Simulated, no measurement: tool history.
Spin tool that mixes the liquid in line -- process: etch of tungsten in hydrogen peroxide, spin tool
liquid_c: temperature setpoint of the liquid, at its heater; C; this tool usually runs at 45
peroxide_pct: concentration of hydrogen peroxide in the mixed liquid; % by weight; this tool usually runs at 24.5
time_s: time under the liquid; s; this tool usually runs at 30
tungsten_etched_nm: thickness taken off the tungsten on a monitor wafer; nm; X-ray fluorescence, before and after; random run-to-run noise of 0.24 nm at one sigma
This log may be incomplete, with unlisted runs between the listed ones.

run,hour,liquid_c,peroxide_pct,time_s,"read-back film thickness of the tungsten reference wafer, read on the same gauge (nm)",tungsten_etched_nm
1,0,45,24.5,20,29.99,30.08
2,23,45,24.5,20,29.97,30.19
3,47.6,45,24.5,30,29.96,45.29
4,71.3,50,24.5,30,29.97,60.81
5,91.9,50,24.5,30,29.99,61.47
6,107,45,24.5,40,29.98,59.98
7,132.2,45,24.5,40,29.96,59.93
8,144.9,45,24.5,40,30,59.7
9,178.2,45,23,30,30.01,43.05
10,192.5,45,24.5,30,29.98,44.41
# hour 225: peroxide flow meter replaced
11,228.2,45,24.5,30,29.99,44.11
12,257.8,45,24.5,30,29.99,44.01
13,284.6,45,18.5,30,29.99,38.51
# hour 289.7: new drum of peroxide connected
14,298.3,45,30,35,30.02,56.94
15,333.6,45,24.5,30,30.03,44.06

Run 16, settings as shown, results not yet in. Your forecast:
16,361.1,45,30,20,?,?

read-back film thickness of the tungsten reference wafer, read on the same gauge (nm): 29.99
tungsten_etched_nm: 32.45 nm
Were there no unlogged condition in the tool, this run, its random variation unchanged, would have produced tungsten_etched_nm 35.14 nm.
